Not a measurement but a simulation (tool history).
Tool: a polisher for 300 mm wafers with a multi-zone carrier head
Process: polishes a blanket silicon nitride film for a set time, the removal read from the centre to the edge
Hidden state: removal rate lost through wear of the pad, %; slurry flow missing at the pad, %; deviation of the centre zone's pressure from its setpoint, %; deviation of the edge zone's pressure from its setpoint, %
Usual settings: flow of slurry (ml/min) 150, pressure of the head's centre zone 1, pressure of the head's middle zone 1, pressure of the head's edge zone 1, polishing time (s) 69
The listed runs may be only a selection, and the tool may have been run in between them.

| run | hour | flow of slurry (ml/min) | pressure of the head's centre zone | pressure of the head's middle zone | pressure of the head's edge zone | polishing time (s) | wafers since the last listed run | wafers polished on this pad | hours since the slurry nozzle was cleaned | hours since the centre zone pressure was calibrated | hours since the edge zone pressure was calibrated | hours since the carrier head's membrane was replaced | incoming thickness of the incoming film, nm | film removed at the wafer's centre (nm) | film removed at mid-radius (nm) | film removed at the wafer's edge (nm) |
|---|---|---|---|---|---|---|---|---|---|---|---|---|---|---|---|---|
| 1 | 0 | 150 | 1 | 1 | 1 | 69 | 0 | 987 | 517.5 | 282.8 | 654.1 | 1503.9 | 524.9 | 138.6 | 140.1 | 140.7 |
| 2 | 7.7 | 150 | 0.91 | 1 | 1 | 47 | 98 | 1086 | 525.2 | 290.5 | 661.8 | 1511.6 | 520.2 | 84.9 | 94.7 | 96 |
|  | 54.5 | worn pad replaced by a new one |
| 3 | 55 | 180 | 1 | 1 | 1 | 61 | 553 | 6 | 572.5 | 337.8 | 709.1 | 1558.9 | 527.8 | 128.5 | 129.4 | 129.3 |
|  | 67 | carrier head's membrane replaced by a new one |
| 4 | 67.5 | 150 | 1 | 1 | 1 | 48 | 95 | 101 | 585 | 350.3 | 721.6 | 0.5 | 509.8 | 96.1 | 98 | 97.5 |
| 5 | 72.8 | 150 | 1 | 1 | 1 | 48 | 67 | 169 | 590.3 | 355.6 | 726.9 | 5.8 | 519.5 | 95.8 | 96 | 97.2 |
|  | 79.7 | slurry nozzle cleaned |
| 6 | 97.4 | 175 | 0.89 | 0.95 | 0.93 | 69 | 301 | 471 | 17.7 | 380.2 | 751.5 | 30.4 | 521.3 | 133.7 | 145.9 | 147.6 |
| 7 | 115.2 | 125 | 1.09 | 1 | 0.88 | 93 | 227 | 698 | 35.5 | 398 | 769.3 | 48.2 | 523.5 | 204.2 | 186.8 | 177.7 |
|  | 122.2 | edge zone pressure recalibrated |
| 8 | 124 | 180 | 1 | 1.09 | 1 | 69 | 86 | 785 | 44.3 | 406.8 | 1.8 | 57 | 523.6 | 150.1 | 164.4 | 147.6 |
| 9 | 131.4 | 150 | 0.89 | 1 | 1 | 69 | 94 | 880 | 51.7 | 414.2 | 9.2 | 64.4 | 516.7 | 129.2 | 144.5 | 143.7 |
|  | 143.1 | centre zone pressure recalibrated |
| 10 | 153.7 | 150 | 1 | 1 | 1 | 69 | 259 | 1139 | 74 | 10.6 | 31.5 | 86.7 | 517.1 | 145 | 142.7 | 143.2 |
| 11 | 166.6 | 150 | 1 | 1 | 1 | 69 | 164 | 1304 | 86.9 | 23.5 | 44.4 | 99.6 | 525 | 143.2 | 142.8 | 142.7 |
| 12 | 182.3 | 150 | 1.07 | 1 | 0.89 | 69 | 200 | 1505 | 102.6 | 39.2 | 60.1 | 115.3 | 516.6 | 151.5 | 143 | 134.1 |
|  | 196.5 | worn pad replaced by a new one |
| 13 | 199 | 150 | 1 | 1 | 1 | 69 | 162 | 31 | 119.3 | 55.9 | 76.8 | 132 | 514.7 | 147.8 | 149.2 | 147.7 |
| 14 | 210.8 | 150 | 1 | 1 | 1.11 | 69 | 150 | 182 | 131.1 | 67.7 | 88.6 | 143.8 | 520.3 | 146.8 | 144.9 | 155.2 |
| 15 | 220.5 | 150 | 1 | 1 | 1 | 75 | 123 | 306 | 140.8 | 77.4 | 98.3 | 153.5 | 530.4 | 160 | 164.6 | 158.5 |
| 16 | 233.5 | 185 | 0.93 | 1 | 1 | 69 | 166 | 472 | 153.8 | 90.4 | 111.3 | 166.5 | 519.4 | 142.9 | 155.7 | 151.6 |
| 17 | 273 | 150 | 1.04 | 1.08 | 0.9 | 87 | 504 | 977 | 193.3 | 129.9 | 150.8 | 206 | 510.5 | 193 | 198.7 | 172 |
| 18 | 288 | 165 | 1.1 | 1.04 | 1 | 69 | 191 | 1169 | 208.3 | 144.9 | 165.8 | 221 | 526.9 | 162.5 | 152.6 | 146 |
| 19 | 295.7 | 175 | 1.04 | 1.08 | 1 | 69 | 98 | 1267 | 216 | 152.6 | 173.5 | 228.7 | 512.3 | 155.2 | 155.4 | 145.5 |
| 20 | 309.8 | 150 | 1.12 | 1 | 1 | 47 | 180 | 1448 | 230.1 | 166.7 | 187.6 | 242.8 | 529.3 | 109 | 95.6 | 96.8 |
| 21 | 317.2 | 150 | 1 | 1.04 | 1 | 69 | 94 | 1542 | 237.5 | 174.1 | 195 | 250.2 | 515.6 | 141.6 | 148 | 139.4 |
|  | 324.1 | worn pad replaced by a new one |
| 22 | 333.8 | 150 | 1.06 | 1 | 1 | 69 | 161 | 124 | 254.1 | 190.7 | 211.6 | 266.8 | 520.4 | 155.3 | 149.5 | 147 |
| 23 | 342.2 | 130 | 1.08 | 0.92 | 1 | 69 | 107 | 231 | 262.5 | 199.1 | 220 | 275.2 | 521.6 | 149.4 | 134.6 | 142.1 |

Branching from run 23: 3 alternative next runs. What would each branch give?
| A | 342.6 | 150 | 1 | 1 | 1 | 69 | 5 | 237 | 262.9 | 199.5 | 220.4 | 275.6 | 520.8 | ? | ? | ? |
| B | 342.6 | 150 | 0.94 | 1.07 | 1 | 69 | 5 | 237 | 262.9 | 199.5 | 220.4 | 275.6 | 520.8 | ? | ? | ? |
| C | 342.6 | 150 | 1 | 1 | 1.1 | 69 | 5 | 237 | 262.9 | 199.5 | 220.4 | 275.6 | 520.8 | ? | ? | ? |

| run | film removed at the wafer's centre (nm) | film removed at mid-radius (nm) | film removed at the wafer's edge (nm) |
|---|---|---|---|
| A | 146.8 | 144.5 | 144 |
| B | 138 | 152 | 143.9 |
| C | 146.8 | 144.4 | 151 |
What these runs would have given with no unlogged condition in the tool:
| run | film removed at the wafer's centre (nm) | film removed at mid-radius (nm) | film removed at the wafer's edge (nm) |
|---|---|---|---|
| A | 149.5 | 147 | 146.1 |
| B | 140.5 | 154.6 | 146 |
| C | 149.5 | 147 | 153.2 |

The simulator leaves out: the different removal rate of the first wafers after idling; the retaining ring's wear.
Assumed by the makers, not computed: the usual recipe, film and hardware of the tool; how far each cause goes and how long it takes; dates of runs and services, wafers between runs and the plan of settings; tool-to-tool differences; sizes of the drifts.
